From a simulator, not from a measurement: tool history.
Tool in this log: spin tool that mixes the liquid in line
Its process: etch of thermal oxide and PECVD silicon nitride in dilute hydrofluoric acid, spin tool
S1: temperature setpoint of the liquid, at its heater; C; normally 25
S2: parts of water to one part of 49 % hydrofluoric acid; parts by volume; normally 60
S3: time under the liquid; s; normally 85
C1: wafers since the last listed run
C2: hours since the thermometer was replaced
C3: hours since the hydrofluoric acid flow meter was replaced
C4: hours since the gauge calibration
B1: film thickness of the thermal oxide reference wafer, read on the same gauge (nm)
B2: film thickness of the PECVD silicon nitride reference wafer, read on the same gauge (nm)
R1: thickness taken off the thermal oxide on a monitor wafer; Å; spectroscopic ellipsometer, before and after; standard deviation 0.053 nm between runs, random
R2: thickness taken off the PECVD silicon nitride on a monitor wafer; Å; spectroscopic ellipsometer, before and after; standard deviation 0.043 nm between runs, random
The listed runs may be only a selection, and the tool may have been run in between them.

{"run": 1, "hour": 0.0, "S1": 25, "S2": 60, "S3": 85, "C1": 0, "C2": 194.6, "C3": 2018.9, "C4": 130.2, "B1": 110.01, "B2": 119.994, "R1": 62.3, "R2": 25.89}
{"run": 2, "hour": 40.2, "S1": 25, "S2": 60, "S3": 85, "C1": 330, "C2": 234.8, "C3": 2059.1, "C4": 170.4, "B1": 110.02, "B2": 120.001, "R1": 62.3, "R2": 26.36}
{"run": 3, "hour": 109.0, "S1": 25, "S2": 60, "S3": 85, "C1": 565, "C2": 303.6, "C3": 2127.9, "C4": 239.2, "B1": 109.96, "B2": 120.013, "R1": 61.8, "R2": 26.08}
{"run": 4, "hour": 300.5, "S1": 22, "S2": 80, "S3": 60, "C1": 1575, "C2": 495.1, "C3": 2319.4, "C4": 430.7, "B1": 109.99, "B2": 119.996, "R1": 28.3, "R2": 11.35}
{"hour": 309.2, "done": "hydrofluoric acid flow meter replaced"}
{"run": 5, "hour": 358.8, "S1": 25, "S2": 30, "S3": 55, "C1": 471, "C2": 553.4, "C3": 49.6, "C4": 489, "B1": 110.03, "B2": 119.988, "R1": 78.5, "R2": 30.98}
{"run": 6, "hour": 385.5, "S1": 20, "S2": 60, "S3": 120, "C1": 219, "C2": 580.1, "C3": 76.3, "C4": 515.7, "B1": 110.01, "B2": 120.007, "R1": 67.9, "R2": 24.78}
{"run": 7, "hour": 456.1, "S1": 25, "S2": 85, "S3": 65, "C1": 580, "C2": 650.7, "C3": 146.9, "C4": 586.3, "B1": 110.01, "B2": 120.004, "R1": 30.6, "R2": 13.14}
{"run": 8, "hour": 498.6, "S1": 25, "S2": 60, "S3": 85, "C1": 349, "C2": 693.2, "C3": 189.4, "C4": 628.8, "B1": 109.99, "B2": 119.997, "R1": 57.7, "R2": 24.75}
{"run": 9, "hour": 543.7, "S1": 25, "S2": 60, "S3": 85, "C1": 370, "C2": 738.3, "C3": 234.5, "C4": 673.9, "B1": 109.99, "B2": 120.008, "R1": 58.3, "R2": 24.79}
{"run": 10, "hour": 591.2, "S1": 29.5, "S2": 60, "S3": 85, "C1": 390, "C2": 785.8, "C3": 282, "C4": 721.4, "B1": 110.02, "B2": 120.007, "R1": 68.6, "R2": 31.86}
{"run": 11, "hour": 645.4, "S1": 20.5, "S2": 60, "S3": 110, "C1": 445, "C2": 840, "C3": 336.2, "C4": 775.6, "B1": 109.96, "B2": 120.011, "R1": 62.1, "R2": 23.42}
{"hour": 672.6, "done": "hydrofluoric acid flow meter replaced, repeated, since the last time left the tool worse"}
{"run": 12, "hour": 691.7, "S1": 25, "S2": 60, "S3": 70, "C1": 372, "C2": 886.3, "C3": 19.1, "C4": 821.9, "B1": 109.96, "B2": 119.995, "R1": 54.5, "R2": 23.08}
{"run": 13, "hour": 731.2, "S1": 21.5, "S2": 85, "S3": 50, "C1": 324, "C2": 925.8, "C3": 58.6, "C4": 861.4, "B1": 109.99, "B2": 119.997, "R1": 22.9, "R2": 8.85}
{"run": 14, "hour": 782.6, "S1": 21, "S2": 45, "S3": 85, "C1": 422, "C2": 977.2, "C3": 110, "C4": 912.8, "B1": 109.98, "B2": 119.986, "R1": 75.9, "R2": 28.64}
{"run": 15, "hour": 841.3, "S1": 25, "S2": 60, "S3": 85, "C1": 482, "C2": 1035.9, "C3": 168.7, "C4": 971.5, "B1": 109.99, "B2": 120.02, "R1": 66.1, "R2": 27.78}
{"run": 16, "hour": 936.2, "S1": 27, "S2": 60, "S3": 85, "C1": 780, "C2": 1130.8, "C3": 263.6, "C4": 1066.4, "B1": 110.01, "B2": 120.012, "R1": 72, "R2": 30.79}
{"run": 17, "hour": 999.6, "S1": 25, "S2": 60, "S3": 85, "C1": 521, "C2": 1194.2, "C3": 327, "C4": 1129.8, "B1": 110, "B2": 120.008, "R1": 65.9, "R2": 26.93}
{"run": 18, "hour": 1049.6, "S1": 25, "S2": 60, "S3": 85, "C1": 411, "C2": 1244.2, "C3": 377, "C4": 1179.8, "B1": 109.99, "B2": 119.998, "R1": 65.2, "R2": 26.89}
{"run": 19, "hour": 1088.3, "S1": 25, "S2": 60, "S3": 70, "C1": 318, "C2": 1282.9, "C3": 415.7, "C4": 1218.5, "B1": 109.97, "B2": 119.978, "R1": 54.2, "R2": 22.42}
{"run": 20, "hour": 1155.1, "S1": 29, "S2": 85, "S3": 85, "C1": 549, "C2": 1349.7, "C3": 482.5, "C4": 1285.3, "B1": 110.02, "B2": 119.993, "R1": 52, "R2": 25.23}
{"run": 21, "hour": 1197.4, "S1": 25, "S2": 80, "S3": 70, "C1": 347, "C2": 1392, "C3": 524.8, "C4": 1327.6, "B1": 110, "B2": 120.007, "R1": 39.1, "R2": 16.75}
{"run": 22, "hour": 1221.4, "S1": 25, "S2": 60, "S3": 85, "C1": 197, "C2": 1416, "C3": 548.8, "C4": 1351.6, "B1": 110.04, "B2": 119.999, "R1": 64.8, "R2": 27.28}
{"run": 23, "hour": 1256.2, "S1": 21, "S2": 35, "S3": 125, "C1": 286, "C2": 1450.8, "C3": 583.6, "C4": 1386.4, "B1": 109.98, "B2": 119.991, "R1": 144.5, "R2": 53.04}
{"hour": 1284.1, "done": "thermometer replaced"}
{"run": 24, "hour": 1296.2, "S1": 22.5, "S2": 80, "S3": 85, "C1": 320, "C2": 12.1, "C3": 623.6, "C4": 1426.4, "B1": 110, "B2": 120.013, "R1": 42.7, "R2": 17.14}
{"hour": 1346.7, "done": "gauge calibrated"}
{"run": 25, "hour": 1351.0, "S1": 25, "S2": 60, "S3": 85, "C1": 450, "C2": 66.9, "C3": 678.4, "C4": 4.3, "B1": 109.99, "B2": 120.016, "R1": 64.5, "R2": 27.61}

4 options for the next run, each taken on its own from the tool as it stands now. Forecast them:
{"run": "A", "hour": 1351.4, "S1": 25, "S2": 60, "S3": 85, "C1": 3, "C2": 67.3, "C3": 678.8, "C4": 4.7, "B1": "?", "B2": "?", "R1": "?", "R2": "?"}
{"run": "B", "hour": 1351.4, "S1": 25, "S2": 40, "S3": 85, "C1": 3, "C2": 67.3, "C3": 678.8, "C4": 4.7, "B1": "?", "B2": "?", "R1": "?", "R2": "?"}
{"run": "C", "hour": 1351.4, "S1": 22.5, "S2": 45, "S3": 55, "C1": 3, "C2": 67.3, "C3": 678.8, "C4": 4.7, "B1": "?", "B2": "?", "R1": "?", "R2": "?"}
{"run": "D", "hour": 1351.4, "S1": 28, "S2": 80, "S3": 65, "C1": 3, "C2": 67.3, "C3": 678.8, "C4": 4.7, "B1": "?", "B2": "?", "R1": "?", "R2": "?"}

run=A B1=109.96 B2=120.018 R1=63.7 R2=26.98
run=B B1=109.96 B2=120.018 R1=98.3 R2=40.16
run=C B1=109.96 B2=120.018 R1=50.6 R2=19.55
run=D B1=109.96 B2=120.018 R1=40 R2=18.89
Stripped of hidden state, with their random variation kept, the same runs would have yielded:
run=A R1=66.2 R2=27.95
run=B R1=102 R2=41.59
run=C R1=52.6 R2=20.25
run=D R1=41.6 R2=19.58
